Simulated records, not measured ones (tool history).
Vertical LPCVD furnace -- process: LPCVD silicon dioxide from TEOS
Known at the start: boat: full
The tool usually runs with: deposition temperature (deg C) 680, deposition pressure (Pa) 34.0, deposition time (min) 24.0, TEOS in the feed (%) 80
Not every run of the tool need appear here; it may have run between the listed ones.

run	hour	deposition temperature (deg C)	deposition pressure (Pa)	deposition time (min)	TEOS in the feed (%)	read-back reference wafer on the same gauge, thickness	film thickness on the monitor wafer in the middle of the boat (angstrom)
1	0.0	680	34.0	24.0	91	111.89	1296.7
2	68.5	680	34.0	24.0	91	111.70	1301.4
3	145.2	680	34.0	24.0	77	111.67	1190.9
4	216.7	680	34.0	24.0	77	111.74	1197.4
5	295.3	680	34.0	24.0	80	111.61	1216.1
6	374.9	680	34.0	24.0	80	111.56	1211.4
7	454.5	680	34.0	24.0	80	111.55	1215.8
# hour 519.7: TEOS flow controller replaced
8	552.1	680	34.0	20.0	69	111.51	940.3
9	597.7	680	34.0	20.0	69	111.54	936.6
10	660.9	680	34.0	20.0	69	111.38	940.7
11	719.1	680	34.0	24.0	80	111.36	1209.5
12	756.1	669	34.0	24.0	75	111.34	891.4
# hour 811.9: pressure gauge zeroed
13	887.8	680	34.0	24.0	80	111.15	1213.7
14	935.7	680	34.0	24.0	80	111.22	1209.8
15	1031.9	687	34.0	29.0	80	111.14	1733.4
16	1129.1	684	34.0	15.0	86	111.13	860.6
17	1202.0	680	34.0	24.0	86	111.01	1249.0
18	1253.1	680	36.7	24.0	80	111.06	1253.2
19	1344.7	674	41.3	31.5	75	111.02	1463.9
20	1416.6	680	34.0	24.0	80	110.96	1204.8
21	1493.9	692	30.0	24.0	80	110.87	1511.6
# hour 1573.5: thermocouples replaced and temperature profile calibrated
22	1597.7	680	34.0	24.0	80	110.80	1206.6
23	1643.1	673	37.3	24.0	73	110.79	1016.6
# hour 1744.5: gauge calibrated
24	1746.7	680	34.0	15.0	80	112.07	764.2
25	1853.9	684	34.0	15.0	86	112.01	871.9
26	1944.9	691	27.3	24.0	71	112.05	1343.9
27	2003.0	680	37.3	18.5	80	111.95	984.7
28	2105.8	680	34.0	20.0	69	111.84	942.1
29	2229.8	690	34.0	32.5	80	111.79	2102.1
30	2325.4	689	42.0	24.0	80	111.80	1671.3

5 ways to go on from here, each from the tool as it stands after run 30. What would each give?
A	2329.4	680	34.0	24.0	80	?	?
B	2329.4	683	30.0	20.5	86	?	?
C	2329.4	680	32.0	26.5	80	?	?
D	2329.4	691	29.3	24.0	75	?	?
E	2329.4	680	34.0	28.5	75	?	?

run	read-back reference wafer on the same gauge, thickness	film thickness on the monitor wafer in the middle of the boat (angstrom)
A	111.86	1213.2
B	111.86	1085.2
C	111.86	1299.6
D	111.86	1420.4
E	111.86	1395.0
With the hidden condition removed and each run's random variation left untouched, the same runs would have given:
run	film thickness on the monitor wafer in the middle of the boat (angstrom)
A	1216.0
B	1087.7
C	1302.6
D	1423.7
E	1398.2

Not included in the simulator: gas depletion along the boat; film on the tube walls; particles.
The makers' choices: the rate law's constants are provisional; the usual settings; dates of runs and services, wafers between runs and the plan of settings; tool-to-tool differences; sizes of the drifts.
